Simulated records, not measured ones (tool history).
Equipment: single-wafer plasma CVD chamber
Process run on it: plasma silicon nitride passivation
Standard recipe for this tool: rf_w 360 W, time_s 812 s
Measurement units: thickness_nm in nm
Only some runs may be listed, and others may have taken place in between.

run,hour,rf_w,time_s,"read-back reference wafer on the same gauge, thickness_nm",thickness_nm
1,0.0,320,812,1060.340,1050.931
2,83.1,360,732,1059.831,990.180
3,197.4,360,732,1057.683,985.901
4,302.7,340,812,1059.364,1082.517
5,365.2,340,812,1061.657,1080.089
6,424.8,340,812,1059.319,1082.357
7,514.6,310,812,1059.684,1058.809
8,618.0,325,883,1058.744,1155.131
# hour 674.2: gauge calibrated
9,677.3,330,812,1061.519,1067.286
# hour 711.0: RF generator calibrated
10,716.5,310,812,1060.038,1054.361
11,780.6,360,812,1061.494,1097.616
# hour 836.1: showerhead replaced
12,875.5,305,719,1059.310,931.499
13,962.4,420,857,1060.602,1207.023
14,1064.1,295,812,1061.259,1032.822

Alternative continuations, all from the tool just after run 14; predict every row:
A,1064.7,360,812,?,?
B,1064.7,430,867,?,?
C,1064.7,360,653,?,?

run,"read-back reference wafer on the same gauge, thickness_nm",thickness_nm
A,1061.171,1096.892
B,1061.171,1232.268
C,1061.171,882.107
Without the tool's unlogged condition, the same runs would have read:
run,thickness_nm
A,1096.892
B,1232.268
C,882.107

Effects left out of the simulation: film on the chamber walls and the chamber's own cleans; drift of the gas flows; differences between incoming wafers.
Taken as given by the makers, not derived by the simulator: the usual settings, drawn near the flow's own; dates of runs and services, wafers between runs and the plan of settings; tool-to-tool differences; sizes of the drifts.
